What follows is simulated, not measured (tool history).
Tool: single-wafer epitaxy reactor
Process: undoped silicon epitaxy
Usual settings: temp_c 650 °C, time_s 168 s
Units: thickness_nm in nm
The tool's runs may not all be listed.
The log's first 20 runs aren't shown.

| run | hour | temp_c | time_s | wafers since the last listed run | hours since the last pyrometer calibration | hours since the gauge calibration | read-back reference wafer on the same gauge, thickness_nm | thickness_nm |
|---|---|---|---|---|---|---|---|---|
| 21 | 260.9 | 664 | 147 | 119 | 115.5 | 263.2 | 35.595 | 35.08 |
| 22 | 274.3 | 656 | 178 | 121 | 128.9 | 276.6 | 35.577 | 35.986 |
| 23 | 291.5 | 650 | 168 | 155 | 146.1 | 293.8 | 35.607 | 29.545 |
| 24 | 304.8 | 650 | 159 | 120 | 159.4 | 307.1 | 35.613 | 28.101 |
|  | 306.8 | gauge calibrated |
| 25 | 315.2 | 664 | 199 | 94 | 169.8 | 8.4 | 35.596 | 47.223 |
| 26 | 323 | 650 | 168 | 70 | 177.6 | 16.2 | 35.566 | 29.761 |
| 27 | 331.1 | 650 | 168 | 73 | 185.7 | 24.3 | 35.602 | 29.793 |
| 28 | 340.6 | 655 | 142 | 86 | 195.2 | 33.8 | 35.609 | 27.834 |
| 29 | 352 | 650 | 168 | 103 | 206.6 | 45.2 | 35.639 | 29.766 |
| 30 | 358.8 | 650 | 146 | 61 | 213.4 | 52 | 35.577 | 25.988 |
| 31 | 368.6 | 650 | 152 | 88 | 223.2 | 61.8 | 35.624 | 26.938 |
| 32 | 384.1 | 639 | 168 | 140 | 238.7 | 77.3 | 35.621 | 23.514 |
| 33 | 399.1 | 650 | 138 | 135 | 253.7 | 92.3 | 35.607 | 24.262 |
| 34 | 405.5 | 662 | 186 | 57 | 260.1 | 98.7 | 35.594 | 42.341 |

Forecast each of these 3 alternatives for the next run:
| A | 405.9 | 650 | 139 | 3 | 260.5 | 99.1 | ? | ? |
| B | 405.9 | 658 | 190 | 3 | 260.5 | 99.1 | ? | ? |
| C | 405.9 | 650 | 182 | 3 | 260.5 | 99.1 | ? | ? |

| run | read-back reference wafer on the same gauge, thickness_nm | thickness_nm |
|---|---|---|
| A | 35.581 | 24.807 |
| B | 35.581 | 40.216 |
| C | 35.581 | 32.481 |
Without the tool's hidden state the same runs would have given:
| run | thickness_nm |
|---|---|
| A | 24.807 |
| B | 40.216 |
| C | 32.481 |
